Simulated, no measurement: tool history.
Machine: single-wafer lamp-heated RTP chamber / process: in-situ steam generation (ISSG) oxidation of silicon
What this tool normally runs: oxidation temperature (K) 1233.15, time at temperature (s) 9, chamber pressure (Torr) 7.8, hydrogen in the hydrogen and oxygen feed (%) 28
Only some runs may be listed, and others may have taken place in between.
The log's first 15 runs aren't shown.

run	hour	oxidation temperature (K)	time at temperature (s)	chamber pressure (Torr)	hydrogen in the hydrogen and oxygen feed (%)	read-back reference wafer on the same gauge, thickness	oxide thickness on the monitor wafer (angstrom)
16	188.1	1219.15	6	6.9	32	4.278	33.03
17	200.9	1233.15	9	7.8	28	4.285	37.27
18	209.2	1225.15	9	7.8	20	4.284	33.27
# hour 220.3: pressure gauge zeroed
19	224.0	1250.15	6	7.3	32	4.283	35.03
# hour 233.0: gauge calibrated
20	237.2	1233.15	9	7.8	28	4.287	37.38
# hour 250.1: pyrometer window cleaned and pyrometer calibrated
21	253.8	1239.15	11	8.5	19	4.278	37.13
22	266.2	1242.15	7	6.9	32	4.285	36.42
23	280.2	1248.15	9	7.8	28	4.268	38.92
24	291.7	1222.15	12	6.9	28	4.278	40.35
25	308.5	1244.15	9	7.4	28	4.286	38.66
26	321.7	1247.15	8	7.8	28	4.282	36.87
27	335.0	1233.15	5	7.3	23	4.282	28.62
28	348.2	1233.15	9	7.8	28	4.286	37.66
29	362.0	1233.15	10	7.0	25	4.282	37.77
30	369.4	1233.15	9	7.8	28	4.278	37.45
31	383.4	1241.15	9	7.8	28	4.280	38.26
32	429.4	1233.15	11	7.0	28	4.289	40.40

Below are 3 alternative next runs, each starting from the tool's condition after run 32. Predict each:
A	429.8	1233.15	9	7.8	32	?	?
B	429.8	1238.15	9	6.9	21	?	?
C	429.8	1227.15	9	6.9	28	?	?

run	read-back reference wafer on the same gauge, thickness	oxide thickness on the monitor wafer (angstrom)
A	4.279	39.14
B	4.279	34.91
C	4.279	37.05
With the hidden condition removed and each run's random variation left untouched, the same runs would have given:
run	oxide thickness on the monitor wafer (angstrom)
A	39.14
B	34.91
C	37.05

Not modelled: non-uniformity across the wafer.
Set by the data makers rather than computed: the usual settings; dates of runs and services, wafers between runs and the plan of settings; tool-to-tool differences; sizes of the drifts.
